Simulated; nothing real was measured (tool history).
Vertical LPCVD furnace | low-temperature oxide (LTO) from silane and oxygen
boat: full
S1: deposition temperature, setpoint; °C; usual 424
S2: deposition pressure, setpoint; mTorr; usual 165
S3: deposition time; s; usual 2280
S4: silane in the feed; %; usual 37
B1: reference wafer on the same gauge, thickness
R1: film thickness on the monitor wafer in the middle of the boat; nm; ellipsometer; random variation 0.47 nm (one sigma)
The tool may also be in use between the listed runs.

run,hour,S1,S2,S3,S4,B1,R1
1,0,424,165,2280,37,361.3,321.71
2,12.3,424,165,2280,37,361.23,322.16
3,21.4,424,165,2280,37,361.13,321.87
4,38.4,424,165,2280,37,361.08,322.2
5,53,424,165,2280,37,361.09,321.75
6,66.2,424,165,2280,37,361.03,321.39
7,82.4,424,165,2280,34,361.04,289.56
8,94.5,424,165,2280,39,360.83,342.37
9,106.2,424,165,2280,39,361.02,343.23
10,113.6,424,165,2280,37,361.1,321.78
11,129.8,416,165,2280,37,361.32,296.89
12,139.9,416,165,2280,37,361.26,296.65
13,150.2,424,165,1380,43,360.93,230.59
14,166.5,424,165,1980,34,360.99,251.87
15,183.9,424,165,2280,37,360.98,321.94
16,201.2,424,165,1770,37,360.73,250.31
17,213.9,413,185,2280,31,360.81,254.39
18,246.2,434,185,1590,31,361.12,216.15
19,250.3,424,140,2280,37,361.05,263.44
20,276.4,424,145,3060,33,361.2,317.23
21,280.5,424,135,2280,31,360.99,202.46
22,284.6,424,185,1680,41,360.72,290.04
23,294.7,424,165,2280,37,361.02,311.97
24,303.5,424,165,2280,37,361.06,311.76
25,319.9,424,165,3090,37,360.95,421.99
26,342.9,429,165,2280,37,361.1,327.14
27,356.2,432,165,2280,37,360.69,338.03
28,370.3,414,165,2280,37,361,280.72
29,387.8,417,165,2280,37,360.99,289.33
30,393.9,424,165,1440,37,361.18,197.15
31,400.9,424,150,2280,37,360.96,282.76

Not shown: 4 entries that the log had between the listed runs. Between which runs, and how does the tool's hidden state differ before and after?
Between runs 14 and 15: gauge calibrated (hour 181.8)
  true pressure minus gauge reading, mTorr: 4.55 -> 4.6
  measured less the result without the state, R1: +6.77 -> +8.72 nm
Between runs 17 and 18: pressure gauge zeroed (hour 245.7)
  true pressure minus gauge reading, mTorr: 4.67 -> -1.29
  measured less the result without the state, R1: +6.26 -> -1.52 nm
Between runs 19 and 20: thermocouples replaced and temperature profile calibrated (hour 272.7); silane flow controller replaced (hour 275.9)
  true pressure minus gauge reading, mTorr: -1.28 -> -1.22
  measured less the result without the state, R1: -2.43 -> -2.68 nm

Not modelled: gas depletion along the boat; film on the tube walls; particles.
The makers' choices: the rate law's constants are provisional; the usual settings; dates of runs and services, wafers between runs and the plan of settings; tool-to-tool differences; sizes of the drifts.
